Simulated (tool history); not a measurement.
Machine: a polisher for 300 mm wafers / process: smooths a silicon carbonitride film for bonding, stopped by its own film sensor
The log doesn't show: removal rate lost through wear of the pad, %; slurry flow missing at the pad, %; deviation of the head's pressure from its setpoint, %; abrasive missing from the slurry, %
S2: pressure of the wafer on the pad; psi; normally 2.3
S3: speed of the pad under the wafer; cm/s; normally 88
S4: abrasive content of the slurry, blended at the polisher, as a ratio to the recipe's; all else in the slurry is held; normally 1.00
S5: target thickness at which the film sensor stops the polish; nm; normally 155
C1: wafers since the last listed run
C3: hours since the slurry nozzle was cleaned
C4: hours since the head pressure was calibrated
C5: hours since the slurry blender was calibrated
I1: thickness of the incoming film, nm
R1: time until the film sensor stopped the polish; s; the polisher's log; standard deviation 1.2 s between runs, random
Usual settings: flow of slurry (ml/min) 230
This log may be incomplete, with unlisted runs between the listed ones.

Run 1, day 0.000: usual settings but S5 161 nm; C1 0; wafers polished on this pad 652; C3 475.2; C4 478.7; C5 123.0; I1 183.1. Result: R1 105.8 s.
Run 2, day 0.583: usual settings but S5 161 nm; C1 78; wafers polished on this pad 731; C3 489.2; C4 492.7; C5 137.0; I1 180.1. Result: R1 92.7 s.
At day 2.033: worn pad replaced by a new one.
Run 3, day 2.054: usual settings; C1 176; wafers polished on this pad 2; C3 524.5; C4 528.0; C5 172.3; I1 179.5. Result: R1 117.8 s.
Run 4, day 2.750: usual settings; C1 94; wafers polished on this pad 96; C3 541.2; C4 544.7; C5 189.0; I1 179.2. Result: R1 115.7 s.
Run 5, day 6.917: usual settings; C1 563; wafers polished on this pad 659; C3 641.2; C4 644.7; C5 289.0; I1 176.5. Result: R1 106.2 s.
Run 6, day 7.571: usual settings but S4 1.10; C1 88; wafers polished on this pad 748; C3 656.9; C4 660.4; C5 304.7; I1 182.3. Result: R1 126.9 s.
At day 8.117: worn pad replaced by a new one.
Run 7, day 8.700: usual settings but S4 1.10; C1 130; wafers polished on this pad 78; C3 684.0; C4 687.5; C5 331.8; I1 183.0. Result: R1 132.2 s.
Run 8, day 9.746: usual settings; C1 141; wafers polished on this pad 220; C3 709.1; C4 712.6; C5 356.9; I1 179.7. Result: R1 122.6 s.
Run 9, day 10.950: usual settings; C1 162; wafers polished on this pad 382; C3 738.0; C4 741.5; C5 385.8; I1 179.4. Result: R1 124.7 s.
Run 10, day 11.992: usual settings but S2 1.8 psi, S5 161 nm; C1 140; wafers polished on this pad 523; C3 763.0; C4 766.5; C5 410.8; I1 182.2. Result: R1 137.9 s.
At day 12.704: slurry blender recalibrated.
Run 11, day 13.317: usual settings but flow of slurry (ml/min) 305, S4 0.90, S5 157 nm; C1 167; wafers polished on this pad 691; C3 794.8; C4 798.3; C5 14.7; I1 178.2. Result: R1 119.3 s.
Run 12, day 14.754: usual settings but S2 2.1 psi, S4 1.25; C1 194; wafers polished on this pad 885; C3 829.3; C4 832.8; C5 49.2; I1 179.7. Result: R1 122.1 s.
At day 14.833: slurry nozzle cleaned.
At day 14.888: head pressure recalibrated.
At day 14.971: worn pad replaced by a new one.
Run 13, day 15.679: usual settings but S2 2.5 psi; C1 100; wafers polished on this pad 95; C3 20.3; C4 19.0; C5 71.4; I1 181.8. Result: R1 114.9 s.
Run 14, day 16.504: usual settings; C1 111; wafers polished on this pad 207; C3 40.1; C4 38.8; C5 91.2; I1 180.9. Result: R1 118.1 s.
Run 15, day 17.212: usual settings but S2 2.6 psi, S3 102 cm/s, S4 0.70, S5 161 nm; C1 95; wafers polished on this pad 302; C3 57.1; C4 55.8; C5 108.2; I1 179.4. Result: R1 101.5 s.

Run 16 is up next; what results do you expect?
Run 16, day 18.629: usual settings but flow of slurry (ml/min) 265, S2 2.0 psi, S4 1.20, S5 163 nm; C1 191; wafers polished on this pad 494; C3 91.1; C4 89.8; C5 142.2; I1 180.4. Result: R1 ?.

Run 16 produced R1 80.9 s.
With no hidden state in the tool, this same run would have given R1 81.5 s.
